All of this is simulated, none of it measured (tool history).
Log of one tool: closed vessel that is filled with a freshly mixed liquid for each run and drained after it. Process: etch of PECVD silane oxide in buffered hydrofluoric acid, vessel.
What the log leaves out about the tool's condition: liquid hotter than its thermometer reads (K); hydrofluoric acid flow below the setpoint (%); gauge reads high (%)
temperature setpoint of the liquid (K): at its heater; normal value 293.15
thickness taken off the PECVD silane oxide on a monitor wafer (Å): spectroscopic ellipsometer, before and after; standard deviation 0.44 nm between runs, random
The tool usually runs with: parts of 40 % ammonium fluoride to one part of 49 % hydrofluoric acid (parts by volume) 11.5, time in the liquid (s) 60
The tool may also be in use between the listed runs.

run     day  temperature setpoint of the liquid (K)  parts of 40 % ammonium fluoride to one part of 49 % hydrofluoric acid (parts by volume)  time in the liquid (s)  wafers since the last listed run  hours since the thermometer was replaced  hours since the hydrofluoric acid flow meter was replaced  hours since the gauge calibration  read-back film thickness of the PECVD silane oxide reference wafer, read on the same gauge (nm)  thickness taken off the PECVD silane oxide on a monitor wafer (Å)
  1       0                                  295.65                                                                                      9.5                      60                                 0                                     452.6                                                     1069.4                              305.4                                                                                            69.96                                                             1316.6
  2   0.896                                  295.65                                                                                      9.5                      60                              3159                                     474.1                                                     1090.9                              326.9                                                                                            69.98                                                             1318.5
  3   1.983                                  293.15                                                                                     11.5                      60                              3835                                     500.2                                                       1117                                353                                                                                            70.03                                                              951.3
  4   2.538                                  293.15                                                                                     11.5                      60                              1954                                     513.5                                                     1130.3                              366.3                                                                                               70                                                              947.8
  5   3.521                                  293.15                                                                                     11.5                      60                              3468                                     537.1                                                     1153.9                              389.9                                                                                            69.97                                                              951.4
  6   4.996                                  292.15                                                                                       15                      60                              5202                                     572.5                                                     1189.3                              425.3                                                                                               70                                                              682.3
  7   6.346                                  292.15                                                                                       15                      60                              4761                                     604.9                                                     1221.7                              457.7                                                                                            70.02                                                              685.2
  8    7.65                                  293.15                                                                                     11.5                      75                              4599                                     636.2                                                       1253                                489                                                                                            70.01                                                             1166.4
      7.867  -- gauge calibrated
  9   8.471                                  293.15                                                                                     11.5                      75                              2894                                     655.9                                                     1272.7                               14.5                                                                                            70.05                                                             1163.2
 10   9.312                                  293.15                                                                                     11.5                      60                              2968                                     676.1                                                     1292.9                               34.7                                                                                            69.98                                                              930.9
 11  10.067                                  293.15                                                                                     11.5                      60                              2659                                     694.2                                                       1311                               52.8                                                                                            69.98                                                              920.7
 12  10.792                                  298.15                                                                                     11.5                      95                              2556                                     711.6                                                     1328.4                               70.2                                                                                            70.04                                                             1946.8
     11.196  -- hydrofluoric acid flow meter replaced
 13  11.642                                  293.15                                                                                       16                      45                              2850                                       732                                                       10.7                               90.6                                                                                            69.99                                                              578.5
 14  12.892                                  293.15                                                                                     11.5                      60                              4408                                       762                                                       40.7                              120.6                                                                                            69.98                                                             1069.1
 15  13.517                                  290.15                                                                                     12.5                      60                              2204                                       777                                                       55.7                              135.6                                                                                            69.99                                                              826.7
     14.142  -- thermometer replaced
 16  14.508                                  293.15                                                                                        8                      40                              3350                                       8.8                                                       79.5                              159.4                                                                                            69.94                                                              982.1
 17  15.846                                  293.15                                                                                     11.5                      60                              4717                                      40.9                                                      111.6                              191.5                                                                                            69.98                                                             1065.3
 18  16.421                                  296.65                                                                                     11.5                      40                              2027                                      54.7                                                      125.4                              205.3                                                                                               70                                                              863.8
 19  17.175                                  293.15                                                                                     11.5                      60                              2659                                      72.8                                                      143.5                              223.4                                                                                            70.01                                                             1055.2
 20  18.396                                  293.15                                                                                     13.5                      60                              4305                                     102.1                                                      172.8                              252.7                                                                                            70.05                                                              901.2
 21   19.85                                  293.15                                                                                        8                      60                              5128                                       137                                                      207.7                              287.6                                                                                               70                                                             1465.2

What if the next run were any one of these 3? Each begins from the tool's condition after run 21:
  A  19.879                                  290.15                                                                                     11.5                      60                               102                                     137.7                                                      208.4                              288.3                                                                                                ?                                                                  ?
  B  19.879                                  297.65                                                                                     11.5                      60                               102                                     137.7                                                      208.4                              288.3                                                                                                ?                                                                  ?
  C  19.879                                  290.15                                                                                      9.5                      90                               102                                     137.7                                                      208.4                              288.3                                                                                                ?                                                                  ?

run  read-back film thickness of the PECVD silane oxide reference wafer, read on the same gauge (nm)  thickness taken off the PECVD silane oxide on a monitor wafer (Å)
  A                                                                                               70                                                              885.4
  B                                                                                               70                                                               1345
  C                                                                                               70                                                             1582.9
Without the tool's unlogged condition, the same runs would have read:
run  thickness taken off the PECVD silane oxide on a monitor wafer (Å)
  A                                                              902.5
  B                                                             1370.9
  C                                                             1602.5
